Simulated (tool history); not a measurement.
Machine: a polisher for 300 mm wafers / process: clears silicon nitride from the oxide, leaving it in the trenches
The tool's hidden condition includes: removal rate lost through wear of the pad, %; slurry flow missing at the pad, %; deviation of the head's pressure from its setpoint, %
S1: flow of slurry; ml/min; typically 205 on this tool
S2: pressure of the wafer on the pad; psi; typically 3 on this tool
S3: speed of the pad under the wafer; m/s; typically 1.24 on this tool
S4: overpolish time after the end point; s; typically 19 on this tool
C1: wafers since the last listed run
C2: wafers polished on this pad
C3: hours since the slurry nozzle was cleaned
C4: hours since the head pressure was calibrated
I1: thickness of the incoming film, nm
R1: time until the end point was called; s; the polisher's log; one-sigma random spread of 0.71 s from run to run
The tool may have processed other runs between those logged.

run,hour,S1,S2,S3,S4,C1,C2,C3,C4,I1,R1
1,0,185,3,1.24,19,0,355,34.2,837.9,90.3,77.4
2,16,205,3,1.24,19,155,511,50.2,853.9,89.5,75.3
3,28.9,205,3,1.24,19,125,637,63.1,866.8,90.8,78.5
4,39.8,205,2.5,1.24,19,106,743,74,877.7,90.8,93.8
5,47.6,205,2.5,1.24,19,75,819,81.8,885.5,89.4,93.4
6,56.7,205,2.5,1.24,19,88,907,90.9,894.6,89.1,92.3
# hour 70.7: worn pad replaced by a new one
7,71.2,205,3,1.24,19,102,4,105.4,909.1,89.8,75
8,78.7,205,3,1.24,19,73,77,112.9,916.6,91.3,75.8
9,90,205,3,1.24,19,110,187,124.2,927.9,89.7,75.2
# hour 96.7: head pressure recalibrated
10,114.3,205,3,1.24,19,217,404,148.5,17.6,89.4,76.9
11,130.4,205,3,1.24,19,156,561,164.6,33.7,89.3,76.4
12,160.3,205,3,1.24,19,291,853,194.5,63.6,91,77.6
# hour 180.7: worn pad replaced by a new one
13,181.2,155,3,1.24,19,164,4,215.4,84.5,89.9,78
14,191,155,3,1.24,19,95,100,225.2,94.3,89.7,77.7
15,208.6,205,3,1.24,19,171,271,242.8,111.9,90.6,75
16,222.8,205,3,1.24,29,138,410,257,126.1,91.1,77.3
17,240.7,205,2.3,1.24,19,174,584,274.9,144,89.5,100
18,248.1,205,3,1.24,19,72,656,282.3,151.4,90.2,77.5
19,263.5,205,2.5,1.24,19,150,806,297.7,166.8,90.1,91.6
20,280.1,175,3.7,0.88,14,161,968,314.3,183.4,90,81.5
# hour 295: slurry nozzle cleaned
21,295.5,205,2,1.38,8,140,1108,0.5,198.8,89.4,109
# hour 300.3: worn pad replaced by a new one
22,301.4,145,3.5,1.24,19,18,11,6.4,204.7,91.6,69.7
23,314.5,275,2.2,1.5,16,127,138,19.5,217.8,89,83.9
24,326.8,265,2.2,1.46,9,119,258,31.8,230.1,88.1,87.9
25,340.5,170,3.9,1.24,11,133,392,45.5,243.8,89.2,58.9
26,357.3,205,3.8,0.92,23,163,555,62.3,260.6,88.4,73.7
27,366.2,245,3.7,0.84,13,86,642,71.2,269.5,90.2,80.5
28,378.7,205,3.4,1.24,15,121,764,83.7,282,88.7,68.4
29,385,205,3,1.24,19,61,825,90,288.3,90,77.9
30,397.6,230,3,1.04,22,122,948,102.6,300.9,90,88.4
# hour 412.1: worn pad replaced by a new one
31,412.6,225,2.1,1.24,27,107,4,117.6,315.9,89.9,104.9
32,418.8,205,2.7,1.24,19,60,65,123.8,322.1,90.7,84.4
33,434.8,225,3.6,0.82,9,155,221,139.8,338.1,89.8,81.2
34,444.2,205,3,1.24,19,91,312,149.2,347.5,89,75.6
35,461.9,135,3,1.64,19,172,485,166.9,365.2,90.6,66.4
36,474.1,205,4,1.6,23,118,604,179.1,377.4,89.5,48.1

Predict each of these 5 candidate next runs independently; none follows another, all start after run 36:
A,474.5,205,3,1.24,19,3,608,179.5,377.8,90,?
B,474.5,140,3,1.24,19,3,608,179.5,377.8,90,?
C,474.5,170,3.4,0.84,10,3,608,179.5,377.8,90,?
D,474.5,205,3,1.24,14,3,608,179.5,377.8,90,?
E,474.5,205,2.5,1.46,19,3,608,179.5,377.8,90,?

run,R1
A,76.7
B,81.1
C,90.5
D,76.7
E,81.5
Without the tool's hidden state the same runs would have given:
run,R1
A,73.8
B,78.1
C,87.1
D,73.8
E,78.4
